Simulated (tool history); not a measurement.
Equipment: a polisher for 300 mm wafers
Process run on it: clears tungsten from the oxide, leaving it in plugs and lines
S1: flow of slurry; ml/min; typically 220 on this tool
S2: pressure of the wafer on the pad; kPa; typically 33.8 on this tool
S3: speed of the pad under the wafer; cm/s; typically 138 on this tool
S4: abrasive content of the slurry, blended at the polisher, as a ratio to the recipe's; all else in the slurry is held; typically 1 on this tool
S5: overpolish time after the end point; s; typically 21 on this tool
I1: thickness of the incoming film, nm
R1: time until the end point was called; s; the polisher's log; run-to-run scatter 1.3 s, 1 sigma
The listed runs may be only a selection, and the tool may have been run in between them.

run	hour	S1	S2	S3	S4	S5	I1	R1
1	0	220	42.7	138	1	21	439.5	54.9
2	98.1	220	33.8	138	1	21	439.3	68.2
3	149.8	220	33.8	138	1	21	441	67.6
# hour 169: worn pad replaced by a new one
# hour 219.6: slurry nozzle cleaned
4	225.7	220	33.8	138	1	14	439.4	70.1
5	331.2	220	33.8	138	1	14	438.7	70.9
6	378.3	220	33.8	138	1	13	444.1	71.5
# hour 448.7: slurry blender recalibrated
7	470.4	220	33.8	110	1	21	444.1	93.3
8	558.9	220	33.8	138	1.15	21	445.1	71.6
9	610.7	220	33.8	152	1	15	437.8	66.4
# hour 637.6: slurry tank refilled with fresh slurry and peroxide
10	652	175	33.8	120	1	21	438.3	87.1
11	701.8	220	33.8	138	1.15	16	438.6	73.9
# hour 731: worn pad replaced by a new one
12	779.4	155	33.8	138	1	15	438	77.7
# hour 812: head pressure recalibrated
# hour 832.1: slurry nozzle cleaned
13	864.4	220	33.8	138	1	21	442	64.4
14	957.2	220	33.8	94	1	28	439	99.8
15	1003.6	290	33.8	184	1	21	437.6	49
16	1082	220	33.8	138	1	21	445.7	66.3
# hour 1087.1: slurry blender recalibrated
17	1119.3	175	33.8	120	1	21	436.9	79.6
18	1263.2	220	33.8	116	1	8	432	83.3
# hour 1363.6: slurry tank refilled with fresh slurry and peroxide
# hour 1363.8: worn pad replaced by a new one
19	1398.4	255	29	116	1	21	438.3	99.2
20	1440.2	220	33.8	138	1	21	448.9	76.1
# hour 1449.2: slurry nozzle cleaned
21	1482.4	220	40.7	108	1	21	435.4	76
# hour 1644.9: head pressure recalibrated
22	1645.4	220	37.2	184	0.85	32	445.8	46.1
# hour 1663.9: slurry blender recalibrated
23	1717.4	220	30.3	102	1	11	438.7	100.1
24	1774.1	220	30.3	152	1	14	442.4	70
25	1841.7	220	33.8	138	1	21	442.8	66.6
26	1928	270	33.8	138	1	31	441.6	68.8
# hour 1937.9: slurry tank refilled with fresh slurry and peroxide
# hour 1957.2: worn pad replaced by a new one
27	1973.7	220	33.8	138	1	21	439.4	68.1

Each row is a separate what-if for the run after 27, all from the same tool condition, not one after another. Results?
A	1974.2	240	33.8	138	1	21	447.8	?
B	1974.2	175	33.8	138	1.15	21	447.8	?
C	1974.2	220	22.1	138	1	21	447.8	?

run	R1
A	69.3
B	69.4
C	107
Without the tool's hidden state the same runs would have given:
run	R1
A	66.4
B	66.6
C	102.5

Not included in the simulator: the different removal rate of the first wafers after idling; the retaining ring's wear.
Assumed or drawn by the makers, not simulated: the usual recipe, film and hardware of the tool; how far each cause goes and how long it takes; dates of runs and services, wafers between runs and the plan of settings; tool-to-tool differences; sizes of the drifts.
